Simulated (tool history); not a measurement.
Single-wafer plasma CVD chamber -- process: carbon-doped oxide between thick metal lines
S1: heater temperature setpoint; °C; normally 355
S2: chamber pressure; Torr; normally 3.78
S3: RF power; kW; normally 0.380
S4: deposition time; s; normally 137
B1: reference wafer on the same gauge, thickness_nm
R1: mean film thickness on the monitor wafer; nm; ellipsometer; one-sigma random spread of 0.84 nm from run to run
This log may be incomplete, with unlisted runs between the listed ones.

| run | hour | S1 | S2 | S3 | S4 | B1 | R1 |
|---|---|---|---|---|---|---|---|
| 1 | 0.0 | 355 | 3.78 | 0.380 | 137 | 539.321 | 560.389 |
|  | 22.6 | thermocouple changed; heater temperature recalibrated |
| 2 | 23.1 | 355 | 3.20 | 0.380 | 137 | 539.010 | 541.202 |
| 3 | 23.7 | 355 | 3.20 | 0.380 | 137 | 539.026 | 540.958 |
| 4 | 32.5 | 369 | 4.65 | 0.320 | 126 | 538.843 | 438.739 |
| 5 | 48.5 | 355 | 3.78 | 0.380 | 137 | 538.974 | 559.635 |
| 6 | 64.3 | 368 | 3.78 | 0.320 | 137 | 538.803 | 456.293 |
| 7 | 78.8 | 348 | 3.78 | 0.405 | 137 | 538.867 | 605.325 |
| 8 | 85.1 | 355 | 3.20 | 0.380 | 137 | 539.069 | 539.686 |
| 9 | 94.0 | 365 | 4.51 | 0.450 | 123 | 539.056 | 596.805 |
|  | 100.9 | gauge calibrated |
| 10 | 111.6 | 364 | 4.21 | 0.455 | 137 | 538.965 | 661.358 |
| 11 | 121.5 | 355 | 3.78 | 0.380 | 137 | 539.044 | 558.559 |
| 12 | 129.9 | 369 | 3.78 | 0.315 | 137 | 539.002 | 445.854 |
| 13 | 144.0 | 345 | 4.59 | 0.420 | 116 | 539.206 | 558.682 |

For run 14, what comes out?
| 14 | 160.9 | 355 | 3.78 | 0.380 | 137 | ? | ? |

Logged for run 14: B1 539.188, R1 559.101 nm.
Minus the tool's unlogged condition, the same run would have read R1 558.260 nm.
